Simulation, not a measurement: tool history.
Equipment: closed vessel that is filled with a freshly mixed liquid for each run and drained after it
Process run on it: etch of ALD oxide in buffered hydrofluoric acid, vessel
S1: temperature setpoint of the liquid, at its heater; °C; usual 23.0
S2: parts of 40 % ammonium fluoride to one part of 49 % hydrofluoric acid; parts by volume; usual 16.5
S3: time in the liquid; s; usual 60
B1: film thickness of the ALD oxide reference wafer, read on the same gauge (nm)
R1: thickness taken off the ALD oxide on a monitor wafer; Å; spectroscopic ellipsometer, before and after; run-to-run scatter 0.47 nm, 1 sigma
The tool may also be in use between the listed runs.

run   hour    S1    S2  S3     B1      R1
  1    0.0  23.0  16.5  60  90.00  1135.2
  2   24.0  23.0  16.5  60  89.99  1137.9
  3   40.8  23.0  16.5  60  89.98  1139.3
      53.4  -- gauge calibrated
  4   73.0  23.0  16.5  60  90.02  1141.5
  5   86.6  23.0  16.5  85  90.02  1619.7
  6  105.4  23.0  16.5  85  89.97  1615.2
  7  121.3  23.0  21.5  60  90.02   901.9
  8  141.7  23.0  21.5  60  90.00   904.8
  9  157.2  23.0  16.5  60  89.96  1162.2
     163.9  -- thermometer replaced
 10  191.0  23.0  16.5  60  90.07  1002.2
 11  215.8  18.5  18.5  90  89.98  1053.0
     239.2  -- hydrofluoric acid flow meter replaced
 12  251.8  28.0  16.5  60  90.00  1333.8
 13  268.8  18.5  11.0  40  89.98   779.7
     284.3  -- gauge calibrated
 14  290.9  19.5  22.5  50  90.05   535.8
 15  308.0  23.0  16.5  60  90.04  1010.0
 16  326.4  23.0  14.5  75  90.03  1448.9
 17  353.6  20.0  16.5  75  90.02  1076.4
 18  369.6  23.0  13.0  30  89.94   649.6
 19  401.6  23.0  16.5  60  90.01  1026.3
 20  414.7  18.0  16.5  50  90.03   647.6

For each run, the measured value with the value that run would have given without the tool's hidden condition subtracted. The run-to-run variation is shared by both, the gauge scatter possibly not:
What the log doesn't record here: liquid hotter than its thermometer reads (K); hydrofluoric acid flow above the setpoint (%); gauge reads high (%).
run      R1
  1  +132.4
  2  +135.4
  3  +137.2
  4  +140.7
  5  +201.9
  6  +204.4
  7  +115.7
  8  +117.8
  9  +152.6
 10    +3.3
 11    +5.9
 12   +12.7
 13    +9.2
 14    +7.5
 15   +16.0
 16   +25.2
 17   +22.7
 18   +14.4
 19   +26.2
 20   +17.8
